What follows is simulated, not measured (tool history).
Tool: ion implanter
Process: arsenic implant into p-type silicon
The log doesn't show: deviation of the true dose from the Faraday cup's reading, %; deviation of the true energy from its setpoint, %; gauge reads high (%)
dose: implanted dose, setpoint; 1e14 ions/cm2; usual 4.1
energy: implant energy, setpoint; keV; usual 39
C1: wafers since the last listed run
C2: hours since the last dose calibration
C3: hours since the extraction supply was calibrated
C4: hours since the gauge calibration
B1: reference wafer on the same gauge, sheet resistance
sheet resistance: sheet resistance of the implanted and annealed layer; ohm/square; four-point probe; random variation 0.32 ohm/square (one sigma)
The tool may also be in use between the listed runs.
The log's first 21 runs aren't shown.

Run 22, hour 1654.8: usual settings but dose 2.88 1e14 ions/cm2, energy 46 keV; C1 1796; C2 1455; C3 553.4; C4 762.2; B1 209.96. Result: sheet resistance 271.36 ohm/square.
Run 23, hour 1706.2: usual settings but dose 3.06 1e14 ions/cm2, energy 52.5 keV; C1 1394; C2 1506.4; C3 604.8; C4 813.6; B1 209.98. Result: sheet resistance 254.18 ohm/square.
At hour 1741.1: Faraday cup replaced and dose calibrated.
Run 24, hour 1769: usual settings but energy 49 keV; C1 1486; C2 27.9; C3 667.6; C4 876.4; B1 209.91. Result: sheet resistance 203.2 ohm/square.
Run 25, hour 1825.9: usual settings; C1 1543; C2 84.8; C3 724.5; C4 933.3; B1 210.01. Result: sheet resistance 210.63 ohm/square.
Run 26, hour 2026.2: usual settings but dose 3.22 1e14 ions/cm2, energy 44 keV; C1 5434; C2 285.1; C3 924.8; C4 1133.6; B1 209.91. Result: sheet resistance 247.39 ohm/square.
Run 27, hour 2129.9: usual settings; C1 2813; C2 388.8; C3 1028.5; C4 1237.3; B1 209.93. Result: sheet resistance 210.65 ohm/square.
Run 28, hour 2208: usual settings but dose 2.88 1e14 ions/cm2, energy 44.5 keV; C1 2118; C2 466.9; C3 1106.6; C4 1315.4; B1 210.05. Result: sheet resistance 267.92 ohm/square.
Run 29, hour 2261: usual settings but energy 34 keV; C1 1437; C2 519.9; C3 1159.6; C4 1368.4; B1 209.95. Result: sheet resistance 214.99 ohm/square.
Run 30, hour 2365.4: usual settings but dose 3.31 1e14 ions/cm2, energy 42.5 keV; C1 2832; C2 624.3; C3 1264; C4 1472.8; B1 209.93. Result: sheet resistance 244.23 ohm/square.

Forecast each of these 4 alternatives for the next run:
Run A, hour 2365.8: usual settings; C1 10; C2 624.7; C3 1264.4; C4 1473.2; B1 ?. Result: sheet resistance ?.
Run B, hour 2365.8: usual settings but dose 4.58 1e14 ions/cm2, energy 32.5 keV; C1 10; C2 624.7; C3 1264.4; C4 1473.2; B1 ?. Result: sheet resistance ?.
Run C, hour 2365.8: usual settings but dose 3.42 1e14 ions/cm2; C1 10; C2 624.7; C3 1264.4; C4 1473.2; B1 ?. Result: sheet resistance ?.
Run D, hour 2365.8: usual settings but dose 4.86 1e14 ions/cm2, energy 28.5 keV; C1 10; C2 624.7; C3 1264.4; C4 1473.2; B1 ?. Result: sheet resistance ?.

run      B1  sheet resistance
  A  210.03            211.16
  B  210.03            199.84
  C  210.03            241.52
  D  210.03            195.13
Without the tool's hidden state the same runs would have given:
run  sheet resistance
  A            210.91
  B            199.61
  C            241.23
  D             194.9

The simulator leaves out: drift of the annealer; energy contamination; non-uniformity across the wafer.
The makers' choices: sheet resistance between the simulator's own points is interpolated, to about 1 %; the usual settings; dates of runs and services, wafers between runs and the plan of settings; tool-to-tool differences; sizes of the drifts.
